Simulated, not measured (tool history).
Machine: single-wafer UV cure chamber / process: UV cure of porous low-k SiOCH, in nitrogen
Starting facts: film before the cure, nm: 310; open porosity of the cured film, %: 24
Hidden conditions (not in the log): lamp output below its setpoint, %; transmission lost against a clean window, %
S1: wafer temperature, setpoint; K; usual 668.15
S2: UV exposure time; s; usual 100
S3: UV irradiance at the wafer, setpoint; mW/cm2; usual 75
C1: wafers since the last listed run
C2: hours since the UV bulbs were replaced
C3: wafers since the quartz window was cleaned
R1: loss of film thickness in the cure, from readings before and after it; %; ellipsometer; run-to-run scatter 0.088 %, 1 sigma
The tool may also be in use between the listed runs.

{"run": 1, "day": 0.0, "S1": 668.15, "S2": 100, "S3": 93, "C1": 0, "C2": 1816.5, "C3": 1244, "R1": 8.438}
{"run": 2, "day": 0.45, "S1": 668.15, "S2": 100, "S3": 93, "C1": 46, "C2": 1827.3, "C3": 1291, "R1": 8.501}
{"run": 3, "day": 0.896, "S1": 668.15, "S2": 100, "S3": 75, "C1": 46, "C2": 1838.0, "C3": 1337, "R1": 7.47}
{"run": 4, "day": 1.317, "S1": 668.15, "S2": 100, "S3": 75, "C1": 43, "C2": 1848.1, "C3": 1381, "R1": 7.52}
{"run": 5, "day": 2.704, "S1": 668.15, "S2": 140, "S3": 97, "C1": 144, "C2": 1881.4, "C3": 1526, "R1": 10.16}
{"run": 6, "day": 3.142, "S1": 668.15, "S2": 140, "S3": 97, "C1": 45, "C2": 1891.9, "C3": 1572, "R1": 10.187}
{"day": 3.55, "done": "UV bulbs replaced"}
{"run": 7, "day": 3.571, "S1": 683.15, "S2": 145, "S3": 75, "C1": 9, "C2": 0.5, "C3": 1582, "R1": 9.387}
{"run": 8, "day": 4.192, "S1": 668.15, "S2": 100, "S3": 75, "C1": 64, "C2": 15.4, "C3": 1646, "R1": 7.364}
{"run": 9, "day": 4.933, "S1": 668.15, "S2": 155, "S3": 41, "C1": 77, "C2": 33.2, "C3": 1724, "R1": 6.579}
{"day": 5.75, "done": "quartz window cleaned"}
{"run": 10, "day": 5.771, "S1": 650.15, "S2": 125, "S3": 89, "C1": 52, "C2": 53.3, "C3": 2, "R1": 9.718}
{"run": 11, "day": 5.979, "S1": 668.15, "S2": 155, "S3": 41, "C1": 21, "C2": 58.3, "C3": 23, "R1": 7.517}
{"run": 12, "day": 6.4, "S1": 655.15, "S2": 100, "S3": 52, "C1": 43, "C2": 68.4, "C3": 67, "R1": 6.27}
{"run": 13, "day": 7.1, "S1": 684.15, "S2": 125, "S3": 75, "C1": 73, "C2": 85.2, "C3": 140, "R1": 9.672}
{"run": 14, "day": 7.55, "S1": 686.15, "S2": 60, "S3": 75, "C1": 46, "C2": 96.0, "C3": 187, "R1": 6.213}
{"run": 15, "day": 8.029, "S1": 668.15, "S2": 130, "S3": 75, "C1": 49, "C2": 107.5, "C3": 237, "R1": 9.204}

Forecast each of these 3 alternatives for the next run:
{"run": "A", "day": 8.05, "S1": 649.15, "S2": 100, "S3": 75, "C1": 2, "C2": 108.0, "C3": 239, "R1": "?"}
{"run": "B", "day": 8.05, "S1": 673.15, "S2": 45, "S3": 85, "C1": 2, "C2": 108.0, "C3": 239, "R1": "?"}
{"run": "C", "day": 8.05, "S1": 668.15, "S2": 65, "S3": 75, "C1": 2, "C2": 108.0, "C3": 239, "R1": "?"}

run=A R1=7.778
run=B R1=5.311
run=C R1=6.211
Stripped of hidden state, with their random variation kept, the same runs would have yielded:
run=A R1=7.977
run=B R1=5.478
run=C R1=6.393

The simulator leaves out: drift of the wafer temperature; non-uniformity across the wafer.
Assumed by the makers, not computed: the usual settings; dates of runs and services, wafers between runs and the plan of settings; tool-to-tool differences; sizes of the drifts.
